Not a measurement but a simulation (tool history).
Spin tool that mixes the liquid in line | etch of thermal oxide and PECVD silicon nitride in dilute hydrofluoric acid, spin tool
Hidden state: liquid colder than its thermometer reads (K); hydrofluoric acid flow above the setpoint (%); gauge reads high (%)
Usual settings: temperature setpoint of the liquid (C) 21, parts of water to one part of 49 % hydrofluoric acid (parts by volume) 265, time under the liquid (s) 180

| run | hour | temperature setpoint of the liquid (C) | parts of water to one part of 49 % hydrofluoric acid (parts by volume) | time under the liquid (s) | wafers since the last listed run | hours since the thermometer was replaced | hours since the hydrofluoric acid flow meter was replaced | hours since the gauge calibration | read-back film thickness of the thermal oxide reference wafer, read on the same gauge (nm) | read-back film thickness of the PECVD silicon nitride reference wafer, read on the same gauge (nm) | thickness taken off the thermal oxide on a monitor wafer (angstrom) | thickness taken off the PECVD silicon nitride on a monitor wafer (angstrom) |
|---|---|---|---|---|---|---|---|---|---|---|---|---|
| 1 | 0 | 21 | 265 | 180 | 0 | 2933.1 | 748.2 | 201.2 | 110.002 | 60.002 | 29.03 | 12.46 |
| 2 | 44.1 | 21 | 265 | 180 | 410 | 2977.2 | 792.3 | 245.3 | 110.032 | 59.996 | 29.91 | 13.03 |
| 3 | 64.2 | 21 | 265 | 180 | 187 | 2997.3 | 812.4 | 265.4 | 109.986 | 59.993 | 29.84 | 12.43 |
| 4 | 94.1 | 21 | 265 | 180 | 278 | 3027.2 | 842.3 | 295.3 | 109.999 | 60.022 | 30.49 | 12.69 |
| 5 | 117 | 21 | 265 | 180 | 213 | 3050.1 | 865.2 | 318.2 | 109.954 | 60.068 | 29.44 | 13.23 |
| 6 | 148.4 | 21 | 265 | 180 | 292 | 3081.5 | 896.6 | 349.6 | 110.034 | 60.016 | 28.98 | 13.31 |
| 7 | 169.2 | 21 | 265 | 180 | 193 | 3102.3 | 917.4 | 370.4 | 110.044 | 60.001 | 30.34 | 13.04 |
| 8 | 197.1 | 21 | 235 | 180 | 259 | 3130.2 | 945.3 | 398.3 | 110.011 | 60.016 | 34.53 | 14.22 |
| 9 | 219.3 | 21 | 235 | 180 | 206 | 3152.4 | 967.5 | 420.5 | 110.021 | 60.005 | 35.87 | 14.34 |
|  | 236.2 | hydrofluoric acid flow meter replaced |
| 10 | 247 | 21 | 265 | 180 | 248 | 3180.1 | 10.8 | 448.2 | 110.035 | 59.951 | 25.77 | 11.47 |
| 11 | 261.4 | 21 | 265 | 180 | 134 | 3194.5 | 25.2 | 462.6 | 109.987 | 60.05 | 26.34 | 11.5 |
| 12 | 288.4 | 21 | 210 | 180 | 251 | 3221.5 | 52.2 | 489.6 | 110.054 | 60.024 | 34.53 | 14.88 |
|  | 294.7 | gauge calibrated |
| 13 | 314.4 | 17 | 310 | 245 | 242 | 3247.5 | 78.2 | 19.7 | 109.994 | 60.005 | 25.84 | 10.17 |
| 14 | 327.7 | 26 | 265 | 180 | 123 | 3260.8 | 91.5 | 33 | 109.987 | 60.007 | 31.38 | 15.32 |
|  | 339.2 | thermometer replaced |
| 15 | 362.8 | 23 | 380 | 180 | 317 | 23.6 | 126.6 | 68.1 | 110.031 | 59.956 | 17.84 | 9.82 |
| 16 | 382.5 | 17 | 265 | 105 | 183 | 43.3 | 146.3 | 87.8 | 110.035 | 60.013 | 13.37 | 5.1 |
| 17 | 415.7 | 21 | 265 | 180 | 309 | 76.5 | 179.5 | 121 | 110.022 | 60.012 | 27.08 | 12.03 |
| 18 | 433 | 21 | 265 | 180 | 161 | 93.8 | 196.8 | 138.3 | 110.011 | 59.99 | 27.9 | 12.38 |
| 19 | 453.3 | 25.5 | 195 | 180 | 189 | 114.1 | 217.1 | 158.6 | 110.01 | 59.998 | 46.97 | 21.06 |
| 20 | 468.4 | 21 | 265 | 215 | 140 | 129.2 | 232.2 | 173.7 | 110 | 60.025 | 32.54 | 13.92 |

The next listed run, before its measurement:
| 21 | 488.4 | 17 | 205 | 285 | 186 | 149.2 | 252.2 | 193.7 | ? | ? | ? | ? |

read-back film thickness of the thermal oxide reference wafer, read on the same gauge (nm): 109.976
read-back film thickness of the PECVD silicon nitride reference wafer, read on the same gauge (nm): 60.005
thickness taken off the thermal oxide on a monitor wafer (angstrom): 48.54
thickness taken off the PECVD silicon nitride on a monitor wafer (angstrom): 18.98
Without the tool's hidden state the same run would have given thickness taken off the thermal oxide on a monitor wafer (angstrom) 45.47, thickness taken off the PECVD silicon nitride on a monitor wafer (angstrom) 18.

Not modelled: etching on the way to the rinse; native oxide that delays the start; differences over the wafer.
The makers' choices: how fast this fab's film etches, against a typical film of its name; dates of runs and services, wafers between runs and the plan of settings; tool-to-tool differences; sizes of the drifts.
